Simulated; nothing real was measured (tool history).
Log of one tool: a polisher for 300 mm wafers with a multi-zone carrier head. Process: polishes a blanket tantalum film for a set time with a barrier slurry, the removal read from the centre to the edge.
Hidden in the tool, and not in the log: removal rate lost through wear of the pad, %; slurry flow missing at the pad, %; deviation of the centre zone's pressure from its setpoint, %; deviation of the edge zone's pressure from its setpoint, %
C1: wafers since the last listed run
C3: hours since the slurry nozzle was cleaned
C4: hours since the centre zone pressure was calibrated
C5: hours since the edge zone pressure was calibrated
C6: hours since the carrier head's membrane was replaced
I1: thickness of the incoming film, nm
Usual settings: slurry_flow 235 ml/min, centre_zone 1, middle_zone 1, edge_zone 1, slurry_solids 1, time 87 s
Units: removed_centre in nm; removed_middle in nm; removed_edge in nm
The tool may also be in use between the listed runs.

{"run": 1, "hour": 0.0, "slurry_flow": 235, "centre_zone": 1, "middle_zone": 1, "edge_zone": 1, "slurry_solids": 1, "time": 87, "C1": 0, "wafers polished on this pad": 320, "C3": 395.2, "C4": 470.8, "C5": 1092.2, "C6": 556.6, "I1": 428.9, "removed_centre": 109.5, "removed_middle": 114.6, "removed_edge": 109.9}
{"run": 2, "hour": 15.2, "slurry_flow": 235, "centre_zone": 1, "middle_zone": 1, "edge_zone": 1, "slurry_solids": 1, "time": 87, "C1": 92, "wafers polished on this pad": 412, "C3": 410.4, "C4": 486, "C5": 1107.4, "C6": 571.8, "I1": 427.4, "removed_centre": 109.2, "removed_middle": 116.3, "removed_edge": 111.1}
{"run": 3, "hour": 34.8, "slurry_flow": 235, "centre_zone": 1, "middle_zone": 1, "edge_zone": 1, "slurry_solids": 1, "time": 87, "C1": 118, "wafers polished on this pad": 531, "C3": 430, "C4": 505.6, "C5": 1127, "C6": 591.4, "I1": 424.5, "removed_centre": 110.1, "removed_middle": 117.6, "removed_edge": 112.4}
{"run": 4, "hour": 57.0, "slurry_flow": 235, "centre_zone": 1, "middle_zone": 1, "edge_zone": 1, "slurry_solids": 1, "time": 87, "C1": 134, "wafers polished on this pad": 666, "C3": 452.2, "C4": 527.8, "C5": 1149.2, "C6": 613.6, "I1": 431.6, "removed_centre": 112.2, "removed_middle": 115.7, "removed_edge": 112}
{"hour": 78.7, "done": "centre zone pressure recalibrated"}
{"run": 5, "hour": 89.7, "slurry_flow": 235, "centre_zone": 1, "middle_zone": 1, "edge_zone": 1, "slurry_solids": 1.15, "time": 87, "C1": 186, "wafers polished on this pad": 852, "C3": 484.9, "C4": 11, "C5": 1181.9, "C6": 646.3, "I1": 427.7, "removed_centre": 106.8, "removed_middle": 123, "removed_edge": 118.6}
{"run": 6, "hour": 113.0, "slurry_flow": 235, "centre_zone": 1.06, "middle_zone": 1, "edge_zone": 1, "slurry_solids": 0.85, "time": 87, "C1": 141, "wafers polished on this pad": 993, "C3": 508.2, "C4": 34.3, "C5": 1205.2, "C6": 669.6, "I1": 427.2, "removed_centre": 100.2, "removed_middle": 109.3, "removed_edge": 103.3}
{"hour": 121.6, "done": "worn pad replaced by a new one"}
{"run": 7, "hour": 141.3, "slurry_flow": 235, "centre_zone": 1, "middle_zone": 1, "edge_zone": 1.05, "slurry_solids": 1, "time": 61, "C1": 147, "wafers polished on this pad": 119, "C3": 536.5, "C4": 62.6, "C5": 1233.5, "C6": 697.9, "I1": 436.3, "removed_centre": 70.7, "removed_middle": 82.3, "removed_edge": 81.3}
{"run": 8, "hour": 168.5, "slurry_flow": 235, "centre_zone": 1, "middle_zone": 0.91, "edge_zone": 1.09, "slurry_solids": 1, "time": 87, "C1": 164, "wafers polished on this pad": 283, "C3": 563.7, "C4": 89.8, "C5": 1260.7, "C6": 725.1, "I1": 427, "removed_centre": 98.4, "removed_middle": 110.3, "removed_edge": 119.7}
{"run": 9, "hour": 195.8, "slurry_flow": 235, "centre_zone": 1, "middle_zone": 1, "edge_zone": 1, "slurry_solids": 1, "time": 87, "C1": 165, "wafers polished on this pad": 449, "C3": 591, "C4": 117.1, "C5": 1288, "C6": 752.4, "I1": 436.8, "removed_centre": 98, "removed_middle": 118.6, "removed_edge": 111.4}
{"run": 10, "hour": 226.3, "slurry_flow": 235, "centre_zone": 1.06, "middle_zone": 0.95, "edge_zone": 1, "slurry_solids": 0.7, "time": 87, "C1": 184, "wafers polished on this pad": 634, "C3": 621.5, "C4": 147.6, "C5": 1318.5, "C6": 782.9, "I1": 431.8, "removed_centre": 91, "removed_middle": 97.7, "removed_edge": 97.4}
{"hour": 232.6, "done": "centre zone pressure recalibrated, repeated, since the last time left the tool worse"}
{"hour": 244.1, "done": "edge zone pressure recalibrated"}
{"run": 11, "hour": 255.5, "slurry_flow": 235, "centre_zone": 1, "middle_zone": 1.06, "edge_zone": 1, "slurry_solids": 1, "time": 67, "C1": 152, "wafers polished on this pad": 786, "C3": 650.7, "C4": 22.9, "C5": 11.4, "C6": 812.1, "I1": 422.8, "removed_centre": 91.6, "removed_middle": 94.2, "removed_edge": 86.4}
{"run": 12, "hour": 281.3, "slurry_flow": 235, "centre_zone": 1, "middle_zone": 1, "edge_zone": 1, "slurry_solids": 1, "time": 87, "C1": 156, "wafers polished on this pad": 943, "C3": 676.5, "C4": 48.7, "C5": 37.2, "C6": 837.9, "I1": 435.1, "removed_centre": 119.3, "removed_middle": 118, "removed_edge": 111.6}
{"run": 13, "hour": 301.6, "slurry_flow": 170, "centre_zone": 1, "middle_zone": 1, "edge_zone": 1, "slurry_solids": 1, "time": 87, "C1": 122, "wafers polished on this pad": 1066, "C3": 696.8, "C4": 69, "C5": 57.5, "C6": 858.2, "I1": 424.6, "removed_centre": 108.5, "removed_middle": 110.9, "removed_edge": 109.3}
{"hour": 310.5, "done": "worn pad replaced by a new one"}
{"run": 14, "hour": 322.3, "slurry_flow": 295, "centre_zone": 1, "middle_zone": 1, "edge_zone": 1.11, "slurry_solids": 1, "time": 106, "C1": 101, "wafers polished on this pad": 71, "C3": 717.5, "C4": 89.7, "C5": 78.2, "C6": 878.9, "I1": 433.5, "removed_centre": 145.1, "removed_middle": 147.4, "removed_edge": 147}
{"run": 15, "hour": 346.9, "slurry_flow": 235, "centre_zone": 1.06, "middle_zone": 1, "edge_zone": 1, "slurry_solids": 1.2, "time": 87, "C1": 149, "wafers polished on this pad": 220, "C3": 742.1, "C4": 114.3, "C5": 102.8, "C6": 903.5, "I1": 436.7, "removed_centre": 129.7, "removed_middle": 124.2, "removed_edge": 117.3}
{"hour": 354.1, "done": "slurry nozzle cleaned"}
{"run": 16, "hour": 360.6, "slurry_flow": 215, "centre_zone": 1.11, "middle_zone": 1, "edge_zone": 1.11, "slurry_solids": 0.75, "time": 87, "C1": 76, "wafers polished on this pad": 297, "C3": 6.5, "C4": 128, "C5": 116.5, "C6": 917.2, "I1": 425.4, "removed_centre": 113.5, "removed_middle": 102.4, "removed_edge": 105.2}
{"hour": 390.6, "done": "carrier head's membrane replaced by a new one"}
{"run": 17, "hour": 408.3, "slurry_flow": 235, "centre_zone": 1, "middle_zone": 1, "edge_zone": 1, "slurry_solids": 1, "time": 87, "C1": 258, "wafers polished on this pad": 556, "C3": 54.2, "C4": 175.7, "C5": 164.2, "C6": 17.7, "I1": 425.4, "removed_centre": 115.6, "removed_middle": 119.2, "removed_edge": 110.4}
{"run": 18, "hour": 429.6, "slurry_flow": 235, "centre_zone": 1, "middle_zone": 1, "edge_zone": 1, "slurry_solids": 1, "time": 87, "C1": 129, "wafers polished on this pad": 685, "C3": 75.5, "C4": 197, "C5": 185.5, "C6": 39, "I1": 428.4, "removed_centre": 114, "removed_middle": 117.4, "removed_edge": 111.2}
{"run": 19, "hour": 463.4, "slurry_flow": 235, "centre_zone": 0.92, "middle_zone": 1.09, "edge_zone": 1, "slurry_solids": 0.85, "time": 115, "C1": 204, "wafers polished on this pad": 889, "C3": 109.3, "C4": 230.8, "C5": 219.3, "C6": 72.8, "I1": 425, "removed_centre": 128.8, "removed_middle": 151.5, "removed_edge": 137.6}
{"run": 20, "hour": 484.0, "slurry_flow": 235, "centre_zone": 1, "middle_zone": 1, "edge_zone": 1.07, "slurry_solids": 0.8, "time": 87, "C1": 124, "wafers polished on this pad": 1014, "C3": 129.9, "C4": 251.4, "C5": 239.9, "C6": 93.4, "I1": 431.9, "removed_centre": 104.3, "removed_middle": 106.9, "removed_edge": 106.4}
{"hour": 513.2, "done": "worn pad replaced by a new one"}
{"run": 21, "hour": 553.5, "slurry_flow": 235, "centre_zone": 1, "middle_zone": 1, "edge_zone": 0.91, "slurry_solids": 1, "time": 87, "C1": 396, "wafers polished on this pad": 244, "C3": 199.4, "C4": 320.9, "C5": 309.4, "C6": 162.9, "I1": 425.1, "removed_centre": 111.6, "removed_middle": 117.8, "removed_edge": 110.4}

4 ways to go on from here, each from the tool as it stands after run 21. What would each give?
{"run": "A", "hour": 553.9, "slurry_flow": 235, "centre_zone": 1, "middle_zone": 1, "edge_zone": 1, "slurry_solids": 1, "time": 87, "C1": 2, "wafers polished on this pad": 246, "C3": 199.8, "C4": 321.3, "C5": 309.8, "C6": 163.3, "I1": 424.2, "removed_centre": "?", "removed_middle": "?", "removed_edge": "?"}
{"run": "B", "hour": 553.9, "slurry_flow": 235, "centre_zone": 1.1, "middle_zone": 1, "edge_zone": 0.93, "slurry_solids": 1, "time": 109, "C1": 2, "wafers polished on this pad": 246, "C3": 199.8, "C4": 321.3, "C5": 309.8, "C6": 163.3, "I1": 424.2, "removed_centre": "?", "removed_middle": "?", "removed_edge": "?"}
{"run": "C", "hour": 553.9, "slurry_flow": 235, "centre_zone": 0.92, "middle_zone": 1, "edge_zone": 1, "slurry_solids": 0.75, "time": 59, "C1": 2, "wafers polished on this pad": 246, "C3": 199.8, "C4": 321.3, "C5": 309.8, "C6": 163.3, "I1": 424.2, "removed_centre": "?", "removed_middle": "?", "removed_edge": "?"}
{"run": "D", "hour": 553.9, "slurry_flow": 180, "centre_zone": 1, "middle_zone": 1, "edge_zone": 1, "slurry_solids": 1, "time": 75, "C1": 2, "wafers polished on this pad": 246, "C3": 199.8, "C4": 321.3, "C5": 309.8, "C6": 163.3, "I1": 424.2, "removed_centre": "?", "removed_middle": "?", "removed_edge": "?"}

run=A removed_centre=114.2 removed_middle=115.5 removed_edge=110.8
run=B removed_centre=157.6 removed_middle=144.7 removed_edge=134.3
run=C removed_centre=63.3 removed_middle=69.6 removed_edge=66.7
run=D removed_centre=93.9 removed_middle=95.5 removed_edge=92.5
Without the tool's hidden state the same runs would have given:
run=A removed_centre=118.6 removed_middle=115.5 removed_edge=110.8
run=B removed_centre=163.6 removed_middle=144.7 removed_edge=134.3
run=C removed_centre=65.7 removed_middle=69.6 removed_edge=66.7
run=D removed_centre=97.5 removed_middle=95.4 removed_edge=92.5

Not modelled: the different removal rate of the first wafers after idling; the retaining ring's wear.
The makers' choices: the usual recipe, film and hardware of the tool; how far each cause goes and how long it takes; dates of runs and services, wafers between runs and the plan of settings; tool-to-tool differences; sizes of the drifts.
